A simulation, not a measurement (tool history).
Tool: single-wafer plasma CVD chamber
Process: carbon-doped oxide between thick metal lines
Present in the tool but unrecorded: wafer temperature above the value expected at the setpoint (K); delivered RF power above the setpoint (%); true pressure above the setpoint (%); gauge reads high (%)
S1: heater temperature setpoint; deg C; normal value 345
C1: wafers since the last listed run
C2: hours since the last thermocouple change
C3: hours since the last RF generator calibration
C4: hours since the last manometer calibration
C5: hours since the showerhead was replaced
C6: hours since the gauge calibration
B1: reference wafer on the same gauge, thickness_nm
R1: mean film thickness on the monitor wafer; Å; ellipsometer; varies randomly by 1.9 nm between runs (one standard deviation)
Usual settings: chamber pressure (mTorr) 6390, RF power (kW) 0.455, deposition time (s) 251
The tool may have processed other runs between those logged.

{"run": 1, "hour": 0.0, "S1": 354, "chamber pressure (mTorr)": 6390, "RF power (kW)": 0.455, "deposition time (s)": 251, "C1": 0, "C2": 0.5, "C3": 654.3, "C4": 1658.3, "C5": 5784.4, "C6": 266.3, "B1": 1459.753, "R1": 11634.99}
{"run": 2, "hour": 4.1, "S1": 354, "chamber pressure (mTorr)": 6390, "RF power (kW)": 0.455, "deposition time (s)": 251, "C1": 32, "C2": 4.6, "C3": 658.4, "C4": 1662.4, "C5": 5788.5, "C6": 270.4, "B1": 1460.103, "R1": 11671.02}
{"run": 3, "hour": 14.5, "S1": 354, "chamber pressure (mTorr)": 6390, "RF power (kW)": 0.455, "deposition time (s)": 251, "C1": 82, "C2": 15.0, "C3": 668.8, "C4": 1672.8, "C5": 5798.9, "C6": 280.8, "B1": 1459.975, "R1": 11621.83}
{"run": 4, "hour": 31.9, "S1": 345, "chamber pressure (mTorr)": 6390, "RF power (kW)": 0.455, "deposition time (s)": 251, "C1": 138, "C2": 32.4, "C3": 686.2, "C4": 1690.2, "C5": 5816.3, "C6": 298.2, "B1": 1460.466, "R1": 11898.23}
{"run": 5, "hour": 49.6, "S1": 345, "chamber pressure (mTorr)": 6390, "RF power (kW)": 0.455, "deposition time (s)": 251, "C1": 140, "C2": 50.1, "C3": 703.9, "C4": 1707.9, "C5": 5834.0, "C6": 315.9, "B1": 1460.027, "R1": 11886.77}
{"run": 6, "hour": 57.6, "S1": 345, "chamber pressure (mTorr)": 6390, "RF power (kW)": 0.455, "deposition time (s)": 251, "C1": 63, "C2": 58.1, "C3": 711.9, "C4": 1715.9, "C5": 5842.0, "C6": 323.9, "B1": 1459.485, "R1": 11881.99}
{"run": 7, "hour": 64.9, "S1": 345, "chamber pressure (mTorr)": 6390, "RF power (kW)": 0.455, "deposition time (s)": 251, "C1": 58, "C2": 65.4, "C3": 719.2, "C4": 1723.2, "C5": 5849.3, "C6": 331.2, "B1": 1459.847, "R1": 11892.62}
{"run": 8, "hour": 80.3, "S1": 359, "chamber pressure (mTorr)": 6390, "RF power (kW)": 0.515, "deposition time (s)": 270, "C1": 122, "C2": 80.8, "C3": 734.6, "C4": 1738.6, "C5": 5864.7, "C6": 346.6, "B1": 1459.704, "R1": 13191.26}
{"run": 9, "hour": 96.8, "S1": 345, "chamber pressure (mTorr)": 6390, "RF power (kW)": 0.52, "deposition time (s)": 251, "C1": 131, "C2": 97.3, "C3": 751.1, "C4": 1755.1, "C5": 5881.2, "C6": 363.1, "B1": 1460.156, "R1": 12768.13}
{"hour": 108.1, "done": "gauge calibrated"}
{"run": 10, "hour": 110.5, "S1": 351, "chamber pressure (mTorr)": 5170, "RF power (kW)": 0.375, "deposition time (s)": 251, "C1": 108, "C2": 111.0, "C3": 764.8, "C4": 1768.8, "C5": 5894.9, "C6": 2.4, "B1": 1459.707, "R1": 9971.05}
{"run": 11, "hour": 120.1, "S1": 345, "chamber pressure (mTorr)": 6390, "RF power (kW)": 0.455, "deposition time (s)": 251, "C1": 76, "C2": 120.6, "C3": 774.4, "C4": 1778.4, "C5": 5904.5, "C6": 12.0, "B1": 1459.623, "R1": 11889.84}
{"run": 12, "hour": 136.3, "S1": 349, "chamber pressure (mTorr)": 6390, "RF power (kW)": 0.41, "deposition time (s)": 226, "C1": 128, "C2": 136.8, "C3": 790.6, "C4": 1794.6, "C5": 5920.7, "C6": 28.2, "B1": 1459.926, "R1": 10021.16}
{"hour": 147.1, "done": "showerhead replaced"}
{"hour": 151.6, "done": "capacitance manometer re-zeroed and calibrated"}
{"run": 13, "hour": 152.1, "S1": 341, "chamber pressure (mTorr)": 6390, "RF power (kW)": 0.455, "deposition time (s)": 251, "C1": 26, "C2": 152.6, "C3": 806.4, "C4": 0.5, "C5": 5.0, "C6": 44.0, "B1": 1460.028, "R1": 12004.76}
{"run": 14, "hour": 154.2, "S1": 345, "chamber pressure (mTorr)": 6390, "RF power (kW)": 0.545, "deposition time (s)": 251, "C1": 16, "C2": 154.7, "C3": 808.5, "C4": 2.6, "C5": 7.1, "C6": 46.1, "B1": 1459.669, "R1": 13018.45}
{"run": 15, "hour": 166.2, "S1": 345, "chamber pressure (mTorr)": 6390, "RF power (kW)": 0.505, "deposition time (s)": 230, "C1": 95, "C2": 166.7, "C3": 820.5, "C4": 14.6, "C5": 19.1, "C6": 58.1, "B1": 1460.134, "R1": 11506.25}
{"run": 16, "hour": 182.7, "S1": 345, "chamber pressure (mTorr)": 5290, "RF power (kW)": 0.485, "deposition time (s)": 228, "C1": 131, "C2": 183.2, "C3": 837.0, "C4": 31.1, "C5": 35.6, "C6": 74.6, "B1": 1460.141, "R1": 10641.9}
{"hour": 198.6, "done": "RF generator calibrated"}
{"run": 17, "hour": 199.1, "S1": 352, "chamber pressure (mTorr)": 6390, "RF power (kW)": 0.455, "deposition time (s)": 227, "C1": 66, "C2": 199.6, "C3": 0.5, "C4": 47.5, "C5": 52.0, "C6": 91.0, "B1": 1460.426, "R1": 10967.36}

Expected results for the next run?
{"run": 18, "hour": 206.5, "S1": 345, "chamber pressure (mTorr)": 6390, "RF power (kW)": 0.455, "deposition time (s)": 251, "C1": 58, "C2": 207.0, "C3": 7.9, "C4": 54.9, "C5": 59.4, "C6": 98.4, "B1": "?", "R1": "?"}

{"run 18": {"B1": 1459.896, "R1": 12331.42}}
Without the tool's hidden state the same run would have given R1 12363.51 Å.
